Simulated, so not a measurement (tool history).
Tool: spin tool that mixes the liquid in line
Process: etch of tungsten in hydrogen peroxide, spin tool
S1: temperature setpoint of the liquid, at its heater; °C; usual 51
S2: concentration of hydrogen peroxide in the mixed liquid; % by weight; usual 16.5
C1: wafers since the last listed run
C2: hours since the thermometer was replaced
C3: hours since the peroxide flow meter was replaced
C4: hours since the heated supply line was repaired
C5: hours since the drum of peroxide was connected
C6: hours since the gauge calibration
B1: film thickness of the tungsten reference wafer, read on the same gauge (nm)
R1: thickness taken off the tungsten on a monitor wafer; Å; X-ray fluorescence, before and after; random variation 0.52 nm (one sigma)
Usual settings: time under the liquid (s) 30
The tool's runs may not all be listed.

Run 1, hour 0: usual settings; C1 0; C2 1315.8; C3 1380.5; C4 3090.9; C5 17.8; C6 328.2; B1 70.02. Result: R1 757 Å.
Run 2, hour 9.1: usual settings; C1 158; C2 1324.9; C3 1389.6; C4 3100; C5 26.9; C6 337.3; B1 70. Result: R1 758 Å.
Run 3, hour 24: usual settings; C1 259; C2 1339.8; C3 1404.5; C4 3114.9; C5 41.8; C6 352.2; B1 70. Result: R1 767.9 Å.
Run 4, hour 66.1: usual settings; C1 734; C2 1381.9; C3 1446.6; C4 3157; C5 83.9; C6 394.3; B1 70. Result: R1 762.6 Å.
At hour 75.4: peroxide flow meter replaced.
Run 5, hour 75.9: usual settings; C1 153; C2 1391.7; C3 0.5; C4 3166.8; C5 93.7; C6 404.1; B1 70.01. Result: R1 802 Å.
Run 6, hour 88.9: usual settings but S1 54.5 °C, S2 14.5 % by weight, time under the liquid (s) 25; C1 226; C2 1404.7; C3 13.5; C4 3179.8; C5 106.7; C6 417.1; B1 70. Result: R1 778.3 Å.
Run 7, hour 95.1: usual settings but time under the liquid (s) 40; C1 108; C2 1410.9; C3 19.7; C4 3186; C5 112.9; C6 423.3; B1 70.01. Result: R1 1067.7 Å.
Run 8, hour 112.1: usual settings but S1 41 °C, S2 13 % by weight, time under the liquid (s) 15; C1 296; C2 1427.9; C3 36.7; C4 3203; C5 129.9; C6 440.3; B1 70. Result: R1 188.9 Å.
Run 9, hour 124.7: usual settings but S2 19 % by weight; C1 219; C2 1440.5; C3 49.3; C4 3215.6; C5 142.5; C6 452.9; B1 70.02. Result: R1 860.4 Å.
At hour 130.2: heated supply line repaired.
Run 10, hour 141.9: usual settings but S1 54 °C; C1 282; C2 1457.7; C3 66.5; C4 11.7; C5 159.7; C6 470.1; B1 70.01. Result: R1 950.3 Å.
At hour 150.5: gauge calibrated.
Run 11, hour 182.6: usual settings but S1 44.5 °C; C1 709; C2 1498.4; C3 107.2; C4 52.4; C5 200.4; C6 32.1; B1 69.99. Result: R1 533.5 Å.
Run 12, hour 188.9: usual settings but S1 47 °C, S2 14.5 % by weight, time under the liquid (s) 25; C1 109; C2 1504.7; C3 113.5; C4 58.7; C5 206.7; C6 38.4; B1 70. Result: R1 481.9 Å.
Run 13, hour 198.9: usual settings but S2 12 % by weight; C1 174; C2 1514.7; C3 123.5; C4 68.7; C5 216.7; C6 48.4; B1 70.01. Result: R1 675.2 Å.
Run 14, hour 214.7: usual settings; C1 275; C2 1530.5; C3 139.3; C4 84.5; C5 232.5; C6 64.2; B1 70. Result: R1 801.6 Å.
At hour 218.3: thermometer replaced.
Run 15, hour 228.6: usual settings but S1 54 °C, S2 18.5 % by weight; C1 224; C2 10.3; C3 153.2; C4 98.4; C5 246.4; C6 78.1; B1 70.02. Result: R1 1006.2 Å.
Run 16, hour 236.1: usual settings but time under the liquid (s) 15; C1 130; C2 17.8; C3 160.7; C4 105.9; C5 253.9; C6 85.6; B1 69.97. Result: R1 396.7 Å.
Run 17, hour 250.8: usual settings but S1 57.5 °C, S2 20.5 % by weight, time under the liquid (s) 35; C1 256; C2 32.5; C3 175.4; C4 120.6; C5 268.6; C6 100.3; B1 70.01. Result: R1 1509.8 Å.
Run 18, hour 298.3: usual settings but S1 58.5 °C, time under the liquid (s) 25; C1 828; C2 80; C3 222.9; C4 168.1; C5 316.1; C6 147.8; B1 69.98. Result: R1 1036.8 Å.
Run 19, hour 314.7: usual settings but S1 44.5 °C, S2 14 % by weight; C1 285; C2 96.4; C3 239.3; C4 184.5; C5 332.5; C6 164.2; B1 69.99. Result: R1 485.2 Å.
Run 20, hour 321.2: usual settings but S1 43.5 °C, S2 14.5 % by weight, time under the liquid (s) 40; C1 113; C2 102.9; C3 245.8; C4 191; C5 339; C6 170.7; B1 70. Result: R1 617.8 Å.
Run 21, hour 331.7: usual settings but S1 46.5 °C, S2 14.5 % by weight, time under the liquid (s) 25; C1 183; C2 113.4; C3 256.3; C4 201.5; C5 349.5; C6 181.2; B1 70. Result: R1 471.2 Å.
Run 22, hour 357.7: usual settings but S1 58.5 °C, S2 12 % by weight, time under the liquid (s) 40; C1 453; C2 139.4; C3 282.3; C4 227.5; C5 375.5; C6 207.2; B1 70.02. Result: R1 1388.6 Å.
Run 23, hour 370: usual settings but S1 54.5 °C, S2 14.5 % by weight, time under the liquid (s) 25; C1 214; C2 151.7; C3 294.6; C4 239.8; C5 387.8; C6 219.5; B1 70.01. Result: R1 754.6 Å.
Run 24, hour 378.2: usual settings but S1 42 °C, time under the liquid (s) 15; C1 142; C2 159.9; C3 302.8; C4 248; C5 396; C6 227.7; B1 70.02. Result: R1 226.4 Å.
Run 25, hour 390.6: usual settings; C1 216; C2 172.3; C3 315.2; C4 260.4; C5 408.4; C6 240.1; B1 70.01. Result: R1 786.5 Å.
Run 26, hour 406.4: usual settings; C1 275; C2 188.1; C3 331; C4 276.2; C5 424.2; C6 255.9; B1 70. Result: R1 793.9 Å.
Run 27, hour 412.7: usual settings but S1 56 °C, S2 18 % by weight, time under the liquid (s) 50; C1 109; C2 194.4; C3 337.3; C4 282.5; C5 430.5; C6 262.2; B1 69.99. Result: R1 1858.8 Å.

Forecast each of these 3 alternatives for the next run:
Run A, hour 413.1: usual settings but S2 20.5 % by weight; C1 6; C2 194.8; C3 337.7; C4 282.9; C5 430.9; C6 262.6; B1 ?. Result: R1 ?.
Run B, hour 413.1: usual settings but S1 41.5 °C, S2 13 % by weight; C1 6; C2 194.8; C3 337.7; C4 282.9; C5 430.9; C6 262.6; B1 ?. Result: R1 ?.
Run C, hour 413.1: usual settings but S2 19.5 % by weight, time under the liquid (s) 35; C1 6; C2 194.8; C3 337.7; C4 282.9; C5 430.9; C6 262.6; B1 ?. Result: R1 ?.

run     B1      R1
  A  69.99   887.5
  B  69.99     390
  C  69.99  1009.9
Without the tool's hidden state the same runs would have given:
run     R1
  A  902.6
  B  396.6
  C   1027
